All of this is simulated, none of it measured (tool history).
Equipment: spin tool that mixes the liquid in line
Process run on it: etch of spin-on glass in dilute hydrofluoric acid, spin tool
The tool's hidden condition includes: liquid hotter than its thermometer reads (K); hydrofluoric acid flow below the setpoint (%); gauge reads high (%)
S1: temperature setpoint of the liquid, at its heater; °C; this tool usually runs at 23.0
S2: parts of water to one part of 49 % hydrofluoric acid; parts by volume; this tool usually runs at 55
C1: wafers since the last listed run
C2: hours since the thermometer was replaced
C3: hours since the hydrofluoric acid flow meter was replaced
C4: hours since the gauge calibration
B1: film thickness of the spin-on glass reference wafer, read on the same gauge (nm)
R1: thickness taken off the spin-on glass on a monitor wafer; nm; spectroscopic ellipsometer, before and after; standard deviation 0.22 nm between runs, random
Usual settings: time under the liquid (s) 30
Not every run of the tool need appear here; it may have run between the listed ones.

{"run": 1, "hour": 0.0, "S1": 23.0, "S2": 55, "time under the liquid (s)": 20, "C1": 0, "C2": 245.6, "C3": 1425.8, "C4": 241.2, "B1": 139.97, "R1": 15.76}
{"run": 2, "hour": 35.0, "S1": 23.0, "S2": 55, "time under the liquid (s)": 30, "C1": 730, "C2": 280.6, "C3": 1460.8, "C4": 276.2, "B1": 139.99, "R1": 23.71}
{"run": 3, "hour": 63.5, "S1": 23.0, "S2": 55, "time under the liquid (s)": 30, "C1": 594, "C2": 309.1, "C3": 1489.3, "C4": 304.7, "B1": 140.01, "R1": 23.8}
{"run": 4, "hour": 93.4, "S1": 23.0, "S2": 55, "time under the liquid (s)": 30, "C1": 624, "C2": 339.0, "C3": 1519.2, "C4": 334.6, "B1": 140.02, "R1": 23.95}
{"run": 5, "hour": 122.3, "S1": 23.0, "S2": 55, "time under the liquid (s)": 30, "C1": 603, "C2": 367.9, "C3": 1548.1, "C4": 363.5, "B1": 139.96, "R1": 23.93}
{"hour": 140.2, "done": "gauge calibrated"}
{"run": 6, "hour": 144.3, "S1": 23.0, "S2": 55, "time under the liquid (s)": 30, "C1": 459, "C2": 389.9, "C3": 1570.1, "C4": 4.1, "B1": 139.98, "R1": 23.51}
{"run": 7, "hour": 179.8, "S1": 26.0, "S2": 55, "time under the liquid (s)": 30, "C1": 741, "C2": 425.4, "C3": 1605.6, "C4": 39.6, "B1": 140.0, "R1": 26.87}
{"run": 8, "hour": 236.3, "S1": 26.0, "S2": 55, "time under the liquid (s)": 30, "C1": 1179, "C2": 481.9, "C3": 1662.1, "C4": 96.1, "B1": 139.99, "R1": 26.7}
{"run": 9, "hour": 270.1, "S1": 26.0, "S2": 55, "time under the liquid (s)": 30, "C1": 705, "C2": 515.7, "C3": 1695.9, "C4": 129.9, "B1": 140.0, "R1": 26.53}
{"run": 10, "hour": 295.0, "S1": 23.0, "S2": 55, "time under the liquid (s)": 30, "C1": 519, "C2": 540.6, "C3": 1720.8, "C4": 154.8, "B1": 139.99, "R1": 23.56}
{"run": 11, "hour": 329.5, "S1": 23.0, "S2": 75, "time under the liquid (s)": 30, "C1": 720, "C2": 575.1, "C3": 1755.3, "C4": 189.3, "B1": 140.0, "R1": 16.53}
{"run": 12, "hour": 353.9, "S1": 23.0, "S2": 75, "time under the liquid (s)": 30, "C1": 509, "C2": 599.5, "C3": 1779.7, "C4": 213.7, "B1": 140.01, "R1": 16.66}
{"hour": 357.2, "done": "hydrofluoric acid flow meter replaced"}
{"run": 13, "hour": 371.9, "S1": 23.0, "S2": 75, "time under the liquid (s)": 30, "C1": 354, "C2": 617.5, "C3": 14.7, "C4": 231.7, "B1": 140.03, "R1": 19.29}
{"run": 14, "hour": 390.4, "S1": 23.0, "S2": 55, "time under the liquid (s)": 30, "C1": 386, "C2": 636.0, "C3": 33.2, "C4": 250.2, "B1": 139.99, "R1": 26.51}
{"run": 15, "hour": 421.7, "S1": 26.5, "S2": 35, "time under the liquid (s)": 30, "C1": 653, "C2": 667.3, "C3": 64.5, "C4": 281.5, "B1": 139.98, "R1": 49.61}
{"run": 16, "hour": 446.5, "S1": 23.0, "S2": 55, "time under the liquid (s)": 30, "C1": 517, "C2": 692.1, "C3": 89.3, "C4": 306.3, "B1": 140.01, "R1": 26.82}
{"run": 17, "hour": 476.3, "S1": 28.0, "S2": 40, "time under the liquid (s)": 20, "C1": 622, "C2": 721.9, "C3": 119.1, "C4": 336.1, "B1": 140.0, "R1": 30.84}
{"run": 18, "hour": 501.0, "S1": 27.0, "S2": 45, "time under the liquid (s)": 15, "C1": 515, "C2": 746.6, "C3": 143.8, "C4": 360.8, "B1": 140.0, "R1": 19.52}
{"hour": 504.1, "done": "thermometer replaced"}
{"run": 19, "hour": 522.6, "S1": 23.0, "S2": 55, "time under the liquid (s)": 30, "C1": 430, "C2": 18.5, "C3": 165.4, "C4": 382.4, "B1": 140.05, "R1": 25.69}
{"run": 20, "hour": 539.8, "S1": 25.5, "S2": 85, "time under the liquid (s)": 15, "C1": 359, "C2": 35.7, "C3": 182.6, "C4": 399.6, "B1": 139.96, "R1": 8.74}
{"run": 21, "hour": 570.4, "S1": 23.0, "S2": 55, "time under the liquid (s)": 30, "C1": 638, "C2": 66.3, "C3": 213.2, "C4": 430.2, "B1": 140.01, "R1": 24.91}
{"run": 22, "hour": 587.8, "S1": 27.5, "S2": 80, "time under the liquid (s)": 25, "C1": 363, "C2": 83.7, "C3": 230.6, "C4": 447.6, "B1": 139.99, "R1": 16.64}
{"hour": 593.9, "done": "gauge calibrated"}
{"run": 23, "hour": 604.6, "S1": 26.0, "S2": 75, "time under the liquid (s)": 15, "C1": 350, "C2": 100.5, "C3": 247.4, "C4": 10.7, "B1": 139.99, "R1": 10.16}
{"run": 24, "hour": 619.5, "S1": 23.0, "S2": 55, "time under the liquid (s)": 30, "C1": 311, "C2": 115.4, "C3": 262.3, "C4": 25.6, "B1": 139.99, "R1": 25.07}
{"run": 25, "hour": 649.0, "S1": 23.0, "S2": 55, "time under the liquid (s)": 30, "C1": 615, "C2": 144.9, "C3": 291.8, "C4": 55.1, "B1": 140.0, "R1": 25.16}
{"run": 26, "hour": 689.3, "S1": 18.5, "S2": 30, "time under the liquid (s)": 15, "C1": 841, "C2": 185.2, "C3": 332.1, "C4": 95.4, "B1": 140.01, "R1": 20.07}
{"run": 27, "hour": 708.0, "S1": 23.0, "S2": 75, "time under the liquid (s)": 50, "C1": 390, "C2": 203.9, "C3": 350.8, "C4": 114.1, "B1": 140.01, "R1": 30.48}
{"run": 28, "hour": 724.9, "S1": 23.0, "S2": 55, "time under the liquid (s)": 30, "C1": 352, "C2": 220.8, "C3": 367.7, "C4": 131.0, "B1": 139.99, "R1": 25.28}
{"run": 29, "hour": 785.4, "S1": 21.0, "S2": 55, "time under the liquid (s)": 25, "C1": 1262, "C2": 281.3, "C3": 428.2, "C4": 191.5, "B1": 139.98, "R1": 19.3}
{"run": 30, "hour": 814.3, "S1": 23.0, "S2": 65, "time under the liquid (s)": 20, "C1": 603, "C2": 310.2, "C3": 457.1, "C4": 220.4, "B1": 140.01, "R1": 14.06}
{"run": 31, "hour": 847.2, "S1": 18.5, "S2": 85, "time under the liquid (s)": 30, "C1": 686, "C2": 343.1, "C3": 490.0, "C4": 253.3, "B1": 140.04, "R1": 12.93}

Same runs, no hidden state in the tool, same run-to-run variation:
run=1 R1=17.22
run=2 R1=25.93
run=3 R1=26.04
run=4 R1=26.21
run=5 R1=26.21
run=6 R1=25.75
run=7 R1=29.50
run=8 R1=29.35
run=9 R1=29.18
run=10 R1=25.88
run=11 R1=18.25
run=12 R1=18.40
run=13 R1=18.64
run=14 R1=25.61
run=15 R1=47.92
run=16 R1=25.91
run=17 R1=29.83
run=18 R1=18.89
run=19 R1=26.31
run=20 R1=8.96
run=21 R1=25.52
run=22 R1=17.07
run=23 R1=10.42
run=24 R1=25.69
run=25 R1=25.79
run=26 R1=20.54
run=27 R1=31.29
run=28 R1=25.93
run=29 R1=19.79
run=30 R1=14.44
run=31 R1=13.29

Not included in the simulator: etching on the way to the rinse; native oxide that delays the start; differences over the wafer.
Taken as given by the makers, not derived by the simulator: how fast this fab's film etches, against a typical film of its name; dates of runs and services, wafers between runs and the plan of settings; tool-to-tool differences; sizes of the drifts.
